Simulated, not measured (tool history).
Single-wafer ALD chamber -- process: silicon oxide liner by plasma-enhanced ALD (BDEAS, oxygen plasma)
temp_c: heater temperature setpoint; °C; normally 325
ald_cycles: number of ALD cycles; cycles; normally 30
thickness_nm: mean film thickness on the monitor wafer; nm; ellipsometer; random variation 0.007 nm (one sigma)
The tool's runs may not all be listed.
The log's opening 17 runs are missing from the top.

run	hour	temp_c	ald_cycles	read-back reference wafer on the same gauge, thickness_nm	thickness_nm
18	427.5	325	32	2.561	2.976
19	455	325	32	2.56	2.971
20	518.8	325	30	2.559	2.796
21	531	325	30	2.561	2.788
22	553	335	32	2.559	2.937
23	572.1	312	24	2.561	2.274
24	599	331	25	2.559	2.302
# hour 620.7: thermocouple changed; heater temperature recalibrated
25	630.6	325	30	2.559	2.793
26	647.2	311	32	2.56	3.04
# hour 658.2: gauge calibrated
27	660.4	325	33	2.559	3.067
28	695.7	325	30	2.561	2.777
29	716.9	325	30	2.56	2.787
30	752.3	325	30	2.561	2.784
31	779.6	325	30	2.561	2.779
32	799.2	333	33	2.56	3.028
33	833.5	325	30	2.56	2.807
34	880.7	325	30	2.56	2.795
35	912.9	338	25	2.56	2.281
36	934.3	317	26	2.56	2.444
37	960.4	329	30	2.56	2.782
38	977.2	325	30	2.56	2.78
39	1008.3	335	25	2.561	2.286
40	1040.9	325	34	2.56	3.155
41	1070.3	329	27	2.559	2.499
42	1104.8	321	26	2.56	2.423

Branching from run 42: 3 alternative next runs. What would each branch give?
A	1105.2	325	30	?	?
B	1105.2	339	27	?	?
C	1105.2	312	30	?	?

run	read-back reference wafer on the same gauge, thickness_nm	thickness_nm
A	2.559	2.797
B	2.559	2.473
C	2.559	2.844
Without the tool's hidden state the same runs would have given:
run	thickness_nm
A	2.797
B	2.473
C	2.844

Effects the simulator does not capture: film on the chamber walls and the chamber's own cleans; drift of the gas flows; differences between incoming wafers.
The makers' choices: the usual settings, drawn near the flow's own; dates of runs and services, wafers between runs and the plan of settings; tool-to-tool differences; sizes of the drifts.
